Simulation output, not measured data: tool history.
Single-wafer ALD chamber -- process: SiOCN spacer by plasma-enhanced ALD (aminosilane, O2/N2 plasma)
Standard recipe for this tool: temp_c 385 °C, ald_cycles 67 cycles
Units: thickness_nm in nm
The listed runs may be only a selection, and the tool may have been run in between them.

run   hour  temp_c  ald_cycles  wafers since the last listed run  hours since the last thermocouple change  hours since the gauge calibration  read-back reference wafer on the same gauge, thickness_nm  thickness_nm
  1    0.0     377          67                                 0                                    2787.4                              347.1                                                      3.205         3.878
  2    7.3     385          67                                41                                    2794.7                              354.4                                                      3.203         3.889
  3   19.9     385          67                                72                                    2807.3                              367.0                                                      3.197         3.878
  4   35.2     385          67                                87                                    2822.6                              382.3                                                      3.202         3.876
  5   44.3     385          67                                52                                    2831.7                              391.4                                                      3.196         3.898
  6   52.2     385          67                                45                                    2839.6                              399.3                                                      3.199         3.896
  7   60.5     385          67                                47                                    2847.9                              407.6                                                      3.200         3.889
  8   97.9     385          74                               214                                    2885.3                              445.0                                                      3.199         4.297
  9  114.0     385          74                                92                                    2901.4                              461.1                                                      3.203         4.305
 10  120.3     385          74                                36                                    2907.7                              467.4                                                      3.196         4.294
 11  137.5     385          67                                98                                    2924.9                              484.6                                                      3.201         3.885
 12  147.1     385          67                                54                                    2934.5                              494.2                                                      3.201         3.870
     165.5  -- thermocouple changed; heater temperature recalibrated
 13  166.0     385          67                                62                                       0.5                              513.1                                                      3.203         3.892
 14  168.2     385          76                                12                                       2.7                              515.3                                                      3.194         4.404
 15  184.2     385          76                                91                                      18.7                              531.3                                                      3.198         4.436
 16  202.0     389          62                               101                                      36.5                              549.1                                                      3.197         3.598
 17  215.7     389          62                                78                                      50.2                              562.8                                                      3.195         3.604
 18  229.9     385          67                                81                                      64.4                              577.0                                                      3.202         3.911
 19  246.3     385          67                                93                                      80.8                              593.4                                                      3.202         3.891
 20  259.9     385          67                                77                                      94.4                              607.0                                                      3.199         3.891
 21  274.4     385          67                                83                                     108.9                              621.5                                                      3.202         3.867
 22  284.8     385          71                                59                                     119.3                              631.9                                                      3.203         4.121
     296.0  -- gauge calibrated
 23  300.9     390          58                                92                                     135.4                                4.9                                                      3.204         3.367
 24  315.4     396          67                                83                                     149.9                               19.4                                                      3.200         3.900
 25  329.8     385          67                                82                                     164.3                               33.8                                                      3.205         3.875
 26  340.4     375          58                                60                                     174.9                               44.4                                                      3.200         3.372
 27  356.6     385          67                                92                                     191.1                               60.6                                                      3.202         3.886
 28  366.8     380          54                                58                                     201.3                               70.8                                                      3.200         3.135
 29  384.2     392          56                                99                                     218.7                               88.2                                                      3.202         3.259
 30  390.8     385          67                                37                                     225.3                               94.8                                                      3.198         3.884
 31  401.8     378          56                                62                                     236.3                              105.8                                                      3.200         3.233
 32  410.3     385          56                                48                                     244.8                              114.3                                                      3.200         3.246
 33  421.9     381          60                                66                                     256.4                              125.9                                                      3.201         3.481
 34  435.9     371          67                                80                                     270.4                              139.9                                                      3.198         3.904
 35  453.0     378          67                                97                                     287.5                              157.0                                                      3.199         3.907
 36  467.5     392          67                                83                                     302.0                              171.5                                                      3.197         3.898
 37  484.5     389          61                                97                                     319.0                              188.5                                                      3.195         3.531
 38  491.1     377          63                                37                                     325.6                              195.1                                                      3.199         3.639
 39  504.4     385          67                                76                                     338.9                              208.4                                                      3.202         3.908
 40  517.8     385          67                                76                                     352.3                              221.8                                                      3.203         3.885
 41  528.2     395          72                                59                                     362.7                              232.2                                                      3.198         4.167
 42  536.2     391          61                                45                                     370.7                              240.2                                                      3.200         3.540
 43  551.1     395          59                                85                                     385.6                              255.1                                                      3.199         3.429

Forecast each of these 5 alternatives for the next run:
  A  551.6     385          73                                 2                                     386.1                              255.6                                                          ?             ?
  B  551.6     397          71                                 2                                     386.1                              255.6                                                          ?             ?
  C  551.6     391          63                                 2                                     386.1                              255.6                                                          ?             ?
  D  551.6     390          79                                 2                                     386.1                              255.6                                                          ?             ?
  E  551.6     397          72                                 2                                     386.1                              255.6                                                          ?             ?

run  read-back reference wafer on the same gauge, thickness_nm  thickness_nm
  A                                                      3.198         4.247
  B                                                      3.198         4.131
  C                                                      3.198         3.666
  D                                                      3.198         4.597
  E                                                      3.198         4.189
Take away the tool's hidden state, keep each run's random variation, and the runs would have read:
run  thickness_nm
  A         4.247
  B         4.131
  C         3.666
  D         4.597
  E         4.189
